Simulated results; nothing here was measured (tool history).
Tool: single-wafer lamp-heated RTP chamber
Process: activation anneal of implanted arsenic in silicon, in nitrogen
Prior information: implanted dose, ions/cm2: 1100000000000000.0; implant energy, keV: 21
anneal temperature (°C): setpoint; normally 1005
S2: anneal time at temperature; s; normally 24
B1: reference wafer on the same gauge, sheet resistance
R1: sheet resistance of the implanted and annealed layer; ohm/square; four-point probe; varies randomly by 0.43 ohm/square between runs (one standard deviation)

Run 1, day 0: usual settings; B1 101.94. Result: R1 120.39 ohm/square.
Run 2, day 1.388: usual settings but anneal temperature (°C) 986, S2 20 s; B1 101.99. Result: R1 127.29 ohm/square.
Run 3, day 1.992: usual settings but anneal temperature (°C) 986, S2 20 s; B1 102.09. Result: R1 126.59 ohm/square.
Run 4, day 2.9: usual settings but anneal temperature (°C) 986, S2 20 s; B1 102.06. Result: R1 125.32 ohm/square.
At day 3.417: reflector plate cleaned.
Run 5, day 3.442: usual settings; B1 101.83. Result: R1 120.88 ohm/square.
Run 6, day 4.758: usual settings; B1 102.07. Result: R1 120.99 ohm/square.
Run 7, day 5.833: usual settings; B1 102.08. Result: R1 119.56 ohm/square.
Run 8, day 6.379: usual settings; B1 102.07. Result: R1 119.42 ohm/square.
At day 7.012: pyrometer window cleaned and pyrometer calibrated.
Run 9, day 7.821: usual settings; B1 101.83. Result: R1 122.67 ohm/square.
Run 10, day 9.012: usual settings; B1 101.79. Result: R1 121.74 ohm/square.
Run 11, day 10.4: usual settings; B1 101.84. Result: R1 120.69 ohm/square.
Run 12, day 11.333: usual settings; B1 101.95. Result: R1 120.2 ohm/square.
Run 13, day 12.142: usual settings; B1 101.95. Result: R1 119.31 ohm/square.
Run 14, day 12.792: usual settings; B1 101.9. Result: R1 119.01 ohm/square.
At day 13.062: gauge calibrated.
At day 14.188: reflector plate cleaned.
Run 15, day 14.208: usual settings; B1 102.02. Result: R1 120.67 ohm/square.
Run 16, day 14.908: usual settings; B1 102.07. Result: R1 120.67 ohm/square.
Run 17, day 15.825: usual settings; B1 102.01. Result: R1 119.41 ohm/square.
Run 18, day 17.142: usual settings; B1 101.98. Result: R1 118.97 ohm/square.
At day 17.996: pyrometer window cleaned and pyrometer calibrated.
Run 19, day 18.188: usual settings but S2 18 s; B1 101.93. Result: R1 126.34 ohm/square.
Run 20, day 19.571: usual settings but anneal temperature (°C) 988, S2 20 s; B1 102.03. Result: R1 129.25 ohm/square.
Run 21, day 22.883: usual settings but anneal temperature (°C) 981; B1 101.8. Result: R1 127.98 ohm/square.
At day 24.4: reflector plate cleaned.
Run 22, day 26.554: usual settings but anneal temperature (°C) 977; B1 102.23. Result: R1 129.45 ohm/square.
Run 23, day 27.296: usual settings but anneal temperature (°C) 991, S2 16 s; B1 101.95. Result: R1 128.13 ohm/square.
Run 24, day 27.95: usual settings; B1 102. Result: R1 119.69 ohm/square.
At day 28.308: pyrometer window cleaned and pyrometer calibrated.
Run 25, day 30.033: usual settings but anneal temperature (°C) 1016, S2 20 s; B1 101.9. Result: R1 120.18 ohm/square.
Run 26, day 31.221: usual settings but anneal temperature (°C) 1028, S2 35 s; B1 102.21. Result: R1 111.73 ohm/square.
Run 27, day 31.979: usual settings; B1 101.9. Result: R1 120.32 ohm/square.
Run 28, day 32.829: usual settings but anneal temperature (°C) 988, S2 28 s; B1 102.04. Result: R1 123.04 ohm/square.
Run 29, day 33.858: usual settings but S2 32 s; B1 101.94. Result: R1 116.39 ohm/square.
Run 30, day 35.062: usual settings but anneal temperature (°C) 1025, S2 11 s; B1 102.05. Result: R1 122.39 ohm/square.
Run 31, day 36.021: usual settings; B1 101.95. Result: R1 117.65 ohm/square.
Run 32, day 36.667: usual settings but anneal temperature (°C) 981, S2 31 s; B1 101.84. Result: R1 121.26 ohm/square.
At day 37.183: reflector plate cleaned.
Run 33, day 38.042: usual settings but anneal temperature (°C) 1015; B1 101.96. Result: R1 117.27 ohm/square.
At day 38.388: pyrometer window cleaned and pyrometer calibrated.
Run 34, day 39.442: usual settings; B1 102.07. Result: R1 123.05 ohm/square.
Run 35, day 39.958: usual settings but anneal temperature (°C) 985, S2 31 s; B1 101.89. Result: R1 125.38 ohm/square.

What was the tool's hidden state at every run in the log?
gauge reads high (%): 0 across all the runs
H1: true wafer temperature minus pyrometer reading, K
H2: wafer temperature error from the tarnished reflector plate, K
run     H1     H2
  1   5.84   7.69
  2   7.54   8.65
  3   8.28   9.07
  4   9.39    9.7
  5   10.1  0.628
  6   11.7   1.54
  7     13   2.29
  8   13.7   2.67
  9   2.74   3.67
 10   4.21   4.49
 11   5.91   5.45
 12   7.05    6.1
 13   8.04   6.66
 14   8.84   7.11
 15   10.6   1.32
 16   11.4    1.8
 17   12.6   2.44
 18   14.2   3.35
 19  0.534   4.08
 20   2.23   5.04
 21   6.29   7.34
 22   10.8   2.26
 23   11.7   2.77
 24   12.5   3.22
 25    3.5   4.67
 26   4.96   5.49
 27   5.89   6.02
 28   6.93   6.61
 29    8.2   7.32
 30   9.67   8.16
 31   10.8   8.82
 32   11.6   9.27
 33   13.3  0.677
 34   2.55   1.65
 35   3.18   2.01

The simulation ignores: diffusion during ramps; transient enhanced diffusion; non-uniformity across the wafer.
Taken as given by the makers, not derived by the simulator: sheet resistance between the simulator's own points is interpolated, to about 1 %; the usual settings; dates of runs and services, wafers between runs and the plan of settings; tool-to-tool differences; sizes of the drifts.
